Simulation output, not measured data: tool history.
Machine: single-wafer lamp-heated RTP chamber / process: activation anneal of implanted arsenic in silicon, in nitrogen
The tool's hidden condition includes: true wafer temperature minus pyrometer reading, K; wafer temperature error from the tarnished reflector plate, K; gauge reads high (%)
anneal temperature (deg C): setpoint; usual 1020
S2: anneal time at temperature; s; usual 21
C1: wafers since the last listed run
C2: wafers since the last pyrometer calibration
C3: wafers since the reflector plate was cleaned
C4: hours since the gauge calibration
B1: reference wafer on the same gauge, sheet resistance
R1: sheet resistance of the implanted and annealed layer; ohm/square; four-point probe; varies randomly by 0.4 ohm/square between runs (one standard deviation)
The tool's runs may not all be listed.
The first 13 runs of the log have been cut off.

Run 14, hour 172.4: usual settings but anneal temperature (deg C) 997, S2 16 s; C1 157; C2 1259; C3 1132; C4 409.3; B1 227.07. Result: R1 245.80 ohm/square.
Run 15, hour 183.9: usual settings but anneal temperature (deg C) 997, S2 16 s; C1 201; C2 1460; C3 1333; C4 420.8; B1 226.92. Result: R1 245.75 ohm/square.
Run 16, hour 195.6: usual settings but anneal temperature (deg C) 997, S2 16 s; C1 204; C2 1665; C3 1538; C4 432.5; B1 227.14. Result: R1 245.66 ohm/square.
Run 17, hour 234.2: usual settings but anneal temperature (deg C) 1013; C1 676; C2 2341; C3 2214; C4 471.1; B1 226.90. Result: R1 241.95 ohm/square.
At hour 251.4: pyrometer window cleaned and pyrometer calibrated.
Run 18, hour 251.9: usual settings; C1 169; C2 9; C3 2384; C4 488.8; B1 227.05. Result: R1 242.88 ohm/square.
Run 19, hour 259.4: usual settings but S2 32 s; C1 131; C2 140; C3 2516; C4 496.3; B1 227.00. Result: R1 239.37 ohm/square.
Run 20, hour 270.9: usual settings but anneal temperature (deg C) 1031, S2 14 s; C1 201; C2 342; C3 2717; C4 507.8; B1 227.14. Result: R1 243.38 ohm/square.
At hour 276.0: gauge calibrated.
At hour 281.9: reflector plate cleaned.
Run 21, hour 287.5: usual settings but anneal temperature (deg C) 1030; C1 150; C2 492; C3 97; C4 11.5; B1 227.10. Result: R1 239.85 ohm/square.
Run 22, hour 301.0: usual settings; C1 236; C2 729; C3 333; C4 25.0; B1 227.24. Result: R1 241.43 ohm/square.
Run 23, hour 309.9: usual settings but anneal temperature (deg C) 1003, S2 29 s; C1 155; C2 885; C3 489; C4 33.9; B1 226.91. Result: R1 241.55 ohm/square.
Run 24, hour 323.9: usual settings but anneal temperature (deg C) 1047, S2 27 s; C1 245; C2 1130; C3 734; C4 47.9; B1 226.84. Result: R1 232.95 ohm/square.
Run 25, hour 339.9: usual settings but anneal temperature (deg C) 1048; C1 280; C2 1410; C3 1014; C4 63.9; B1 227.03. Result: R1 234.74 ohm/square.
Run 26, hour 352.0: usual settings; C1 211; C2 1622; C3 1226; C4 76.0; B1 227.26. Result: R1 240.65 ohm/square.
Run 27, hour 365.1: usual settings but anneal temperature (deg C) 1004; C1 229; C2 1851; C3 1456; C4 89.1; B1 226.97. Result: R1 243.66 ohm/square.
At hour 381.5: pyrometer window cleaned and pyrometer calibrated.
Run 28, hour 382.0: usual settings but anneal temperature (deg C) 1003, S2 24 s; C1 155; C2 8; C3 1612; C4 106.0; B1 226.91. Result: R1 244.42 ohm/square.
Run 29, hour 389.6: usual settings; C1 133; C2 141; C3 1745; C4 113.6; B1 227.00. Result: R1 242.06 ohm/square.
Run 30, hour 397.1: usual settings; C1 131; C2 273; C3 1876; C4 121.1; B1 226.94. Result: R1 241.96 ohm/square.
Run 31, hour 410.2: usual settings but anneal temperature (deg C) 1004, S2 9 s; C1 229; C2 502; C3 2106; C4 134.2; B1 227.02. Result: R1 248.56 ohm/square.
Run 32, hour 425.0: usual settings but anneal temperature (deg C) 1034, S2 29 s; C1 259; C2 761; C3 2365; C4 149.0; B1 227.07. Result: R1 236.29 ohm/square.
Run 33, hour 432.2: usual settings; C1 126; C2 887; C3 2491; C4 156.2; B1 226.83. Result: R1 240.88 ohm/square.
Run 34, hour 449.2: usual settings but S2 9 s; C1 297; C2 1185; C3 2789; C4 173.2; B1 226.91. Result: R1 245.93 ohm/square.
At hour 464.6: reflector plate cleaned.
Run 35, hour 465.1: usual settings but anneal temperature (deg C) 1032, S2 11 s; C1 138; C2 1324; C3 8; C4 189.1; B1 227.00. Result: R1 243.73 ohm/square.
Run 36, hour 474.3: usual settings but S2 26 s; C1 161; C2 1485; C3 169; C4 198.3; B1 227.01. Result: R1 239.11 ohm/square.
Run 37, hour 486.4: usual settings but anneal temperature (deg C) 1030, S2 10 s; C1 211; C2 1697; C3 381; C4 210.4; B1 227.02. Result: R1 244.74 ohm/square.
Run 38, hour 495.2: usual settings but anneal temperature (deg C) 1044, S2 29 s; C1 154; C2 1851; C3 535; C4 219.2; B1 226.85. Result: R1 232.04 ohm/square.

3 ways to go on from here, each from the tool as it stands after run 38. What would each give?
Run A, hour 495.6: usual settings; C1 7; C2 1858; C3 542; C4 219.6; B1 ?. Result: R1 ?.
Run B, hour 495.6: usual settings but anneal temperature (deg C) 1046, S2 26 s; C1 7; C2 1858; C3 542; C4 219.6; B1 ?. Result: R1 ?.
Run C, hour 495.6: usual settings but anneal temperature (deg C) 1040, S2 31 s; C1 7; C2 1858; C3 542; C4 219.6; B1 ?. Result: R1 ?.

run      B1      R1
  A  227.26  239.95
  B  227.26  232.49
  C  227.26  232.07
Take away the tool's hidden state, keep each run's random variation, and the runs would have read:
run      R1
  A  241.86
  B  235.15
  C  234.81

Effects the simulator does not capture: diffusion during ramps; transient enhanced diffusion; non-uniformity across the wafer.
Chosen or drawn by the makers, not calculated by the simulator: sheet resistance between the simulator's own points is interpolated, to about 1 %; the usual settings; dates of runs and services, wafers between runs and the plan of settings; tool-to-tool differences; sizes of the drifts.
